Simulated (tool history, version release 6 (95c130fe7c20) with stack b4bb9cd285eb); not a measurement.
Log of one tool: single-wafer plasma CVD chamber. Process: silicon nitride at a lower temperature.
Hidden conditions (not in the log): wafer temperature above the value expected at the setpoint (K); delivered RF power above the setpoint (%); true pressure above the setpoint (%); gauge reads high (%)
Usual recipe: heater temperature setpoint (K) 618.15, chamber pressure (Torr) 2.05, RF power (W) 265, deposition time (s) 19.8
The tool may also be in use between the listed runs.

| run | hour | heater temperature setpoint (K) | chamber pressure (Torr) | RF power (W) | deposition time (s) | wafers since the last listed run | hours since the last thermocouple change | hours since the last RF generator calibration | hours since the last manometer calibration | hours since the showerhead was replaced | hours since the gauge calibration | read-back reference wafer on the same gauge, thickness_nm | mean film thickness on the monitor wafer (angstrom) |
|---|---|---|---|---|---|---|---|---|---|---|---|---|---|
| 1 | 0.0 | 618.15 | 2.05 | 265 | 19.8 | 0 | 1751.5 | 1886.4 | 2050.0 | 6023.7 | 4.2 | 18.709 | 221.67 |
| 2 | 12.2 | 618.15 | 2.05 | 265 | 19.8 | 307 | 1763.7 | 1898.6 | 2062.2 | 6035.9 | 16.4 | 18.694 | 221.33 |
| 3 | 22.8 | 618.15 | 2.05 | 265 | 19.8 | 266 | 1774.3 | 1909.2 | 2072.8 | 6046.5 | 27.0 | 18.705 | 221.91 |
|  | 41.0 | capacitance manometer re-zeroed and calibrated |
|  | 47.4 | thermocouple changed; heater temperature recalibrated |
| 4 | 47.9 | 618.15 | 2.05 | 265 | 19.8 | 270 | 0.5 | 1934.3 | 6.9 | 6071.6 | 52.1 | 18.697 | 220.36 |
| 5 | 48.2 | 618.15 | 2.05 | 265 | 21.0 | 7 | 0.8 | 1934.6 | 7.2 | 6071.9 | 52.4 | 18.695 | 233.73 |
| 6 | 57.4 | 618.15 | 2.05 | 265 | 21.0 | 231 | 10.0 | 1943.8 | 16.4 | 6081.1 | 61.6 | 18.695 | 235.12 |
| 7 | 69.1 | 618.15 | 2.05 | 265 | 21.0 | 294 | 21.7 | 1955.5 | 28.1 | 6092.8 | 73.3 | 18.675 | 233.78 |
| 8 | 76.1 | 618.15 | 2.05 | 265 | 19.8 | 176 | 28.7 | 1962.5 | 35.1 | 6099.8 | 80.3 | 18.702 | 221.08 |
| 9 | 92.0 | 628.15 | 2.39 | 265 | 23.5 | 400 | 44.6 | 1978.4 | 51.0 | 6115.7 | 96.2 | 18.720 | 274.79 |
| 10 | 107.0 | 618.15 | 2.29 | 265 | 19.8 | 377 | 59.6 | 1993.4 | 66.0 | 6130.7 | 111.2 | 18.699 | 229.81 |
| 11 | 123.8 | 606.15 | 1.60 | 295 | 19.8 | 422 | 76.4 | 2010.2 | 82.8 | 6147.5 | 128.0 | 18.701 | 221.99 |
| 12 | 134.4 | 618.15 | 2.05 | 265 | 19.8 | 266 | 87.0 | 2020.8 | 93.4 | 6158.1 | 138.6 | 18.688 | 222.90 |
| 13 | 147.5 | 612.15 | 2.05 | 310 | 19.8 | 329 | 100.1 | 2033.9 | 106.5 | 6171.2 | 151.7 | 18.698 | 254.67 |
| 14 | 160.5 | 632.15 | 2.05 | 250 | 19.8 | 327 | 113.1 | 2046.9 | 119.5 | 6184.2 | 164.7 | 18.684 | 207.51 |
| 15 | 174.3 | 618.15 | 2.05 | 265 | 19.8 | 347 | 126.9 | 2060.7 | 133.3 | 6198.0 | 178.5 | 18.701 | 220.31 |
|  | 195.0 | showerhead replaced |
|  | 200.1 | RF generator calibrated |
| 16 | 200.6 | 618.15 | 2.05 | 225 | 19.8 | 332 | 153.2 | 0.5 | 159.6 | 5.6 | 204.8 | 18.695 | 186.53 |
| 17 | 200.9 | 618.15 | 2.05 | 315 | 19.8 | 7 | 153.5 | 0.8 | 159.9 | 5.9 | 205.1 | 18.674 | 259.93 |
| 18 | 217.3 | 618.15 | 2.05 | 265 | 19.8 | 412 | 169.9 | 17.2 | 176.3 | 22.3 | 221.5 | 18.700 | 221.30 |
| 19 | 234.4 | 618.15 | 2.05 | 265 | 19.8 | 430 | 187.0 | 34.3 | 193.4 | 39.4 | 238.6 | 18.689 | 221.60 |
| 20 | 252.0 | 618.15 | 2.36 | 265 | 21.8 | 443 | 204.6 | 51.9 | 211.0 | 57.0 | 256.2 | 18.695 | 254.36 |
| 21 | 262.5 | 603.15 | 2.05 | 265 | 19.8 | 264 | 215.1 | 62.4 | 221.5 | 67.5 | 266.7 | 18.694 | 222.28 |
| 22 | 273.8 | 618.15 | 1.74 | 215 | 19.8 | 284 | 226.4 | 73.7 | 232.8 | 78.8 | 278.0 | 18.686 | 167.69 |
| 23 | 282.1 | 624.15 | 1.66 | 245 | 16.2 | 208 | 234.7 | 82.0 | 241.1 | 87.1 | 286.3 | 18.711 | 153.84 |
| 24 | 288.5 | 618.15 | 2.05 | 225 | 19.8 | 161 | 241.1 | 88.4 | 247.5 | 93.5 | 292.7 | 18.702 | 186.68 |
| 25 | 300.1 | 618.15 | 2.05 | 265 | 19.8 | 292 | 252.7 | 100.0 | 259.1 | 105.1 | 304.3 | 18.720 | 220.84 |
| 26 | 312.1 | 612.15 | 2.05 | 240 | 19.8 | 302 | 264.7 | 112.0 | 271.1 | 117.1 | 316.3 | 18.677 | 201.03 |
| 27 | 326.0 | 618.15 | 2.05 | 295 | 19.8 | 349 | 278.6 | 125.9 | 285.0 | 131.0 | 330.2 | 18.690 | 243.69 |
| 28 | 343.6 | 618.15 | 2.05 | 265 | 19.8 | 443 | 296.2 | 143.5 | 302.6 | 148.6 | 347.8 | 18.667 | 221.04 |

For each run, what was the tool's unlogged condition?
wafer temperature above the value expected at the setpoint (K): 0, the same for each run
delivered RF power above the setpoint (%): 0, the same for each run
true pressure above the setpoint (%): 0, the same for each run
gauge reads high (%): 0, the same for each run
